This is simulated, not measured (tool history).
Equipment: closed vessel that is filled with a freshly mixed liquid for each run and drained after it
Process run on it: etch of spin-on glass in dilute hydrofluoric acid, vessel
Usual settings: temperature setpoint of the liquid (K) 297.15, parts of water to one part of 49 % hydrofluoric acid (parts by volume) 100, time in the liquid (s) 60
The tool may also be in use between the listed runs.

run,hour,temperature setpoint of the liquid (K),parts of water to one part of 49 % hydrofluoric acid (parts by volume),time in the liquid (s),"read-back film thickness of the spin-on glass reference wafer, read on the same gauge (nm)",thickness taken off the spin-on glass on a monitor wafer (nm)
1,0,297.15,100,85,130.01,28.95
2,11.2,297.15,100,60,130.01,20.3
3,32.1,297.15,100,60,130.01,20.31
4,43.8,296.15,135,60,130.01,13.92
5,51.5,296.15,135,60,130,13.89
6,65.3,296.15,135,60,129.99,13.92
7,78.6,297.15,60,60,129.99,35.6
8,88.7,297.15,60,60,130.01,35.67
9,98.1,297.15,100,60,130.02,20.29
10,107.5,297.15,100,60,130.03,20.17
11,116.6,297.15,100,60,130.02,20.38
12,130.7,297.15,100,60,129.97,20.42
13,143.6,297.15,100,60,130.01,20.54
14,150,297.15,100,60,130.01,20.49
15,161.3,293.15,100,45,130.01,13.15
16,175.3,299.65,115,60,129.99,19.31
# hour 176.6: hydrofluoric acid flow meter replaced
17,211,301.65,135,60,130,15.45
18,226.9,297.15,100,60,129.99,18.42
19,233.1,301.15,100,80,129.99,28.55
20,248.8,297.15,100,60,130,18.49
# hour 252.7: thermometer replaced
21,257.4,299.15,140,45,130,10.13
# hour 263.3: gauge calibrated
22,270.2,297.15,75,60,129.98,25.11
23,280.4,302.15,115,40,130,12.74
24,292,297.15,100,60,130.01,18.25
25,298.4,297.15,100,90,130.01,27.64
26,304.4,299.65,100,60,130,20.56
27,318.4,300.65,100,60,130,21.15
28,332.4,297.15,100,60,129.99,18.4
29,347.7,294.65,145,60,130.01,11.11
30,358.3,297.15,55,90,129.99,53.18
31,373.3,292.65,150,45,130.01,7.34
32,381.1,293.65,100,45,130,12.13
33,389.8,300.15,100,85,130.03,29.7

Same runs, no hidden state in the tool, same run-to-run variation:
Hidden state present: liquid colder than its thermometer reads (K); hydrofluoric acid flow above the setpoint (%); gauge reads high (%).
run,thickness taken off the spin-on glass on a monitor wafer (nm)
1,26.1
2,18.29
3,18.28
4,12.49
5,12.45
6,12.47
7,32.08
8,32.12
9,18.18
10,18.06
11,18.25
12,18.26
13,18.35
14,18.3
15,11.75
16,17.18
17,15.39
18,18.33
19,28.4
20,18.38
21,10.06
22,24.92
23,12.63
24,18.08
25,27.37
26,20.35
27,20.92
28,18.18
29,10.97
30,52.48
31,7.23
32,11.95
33,29.23
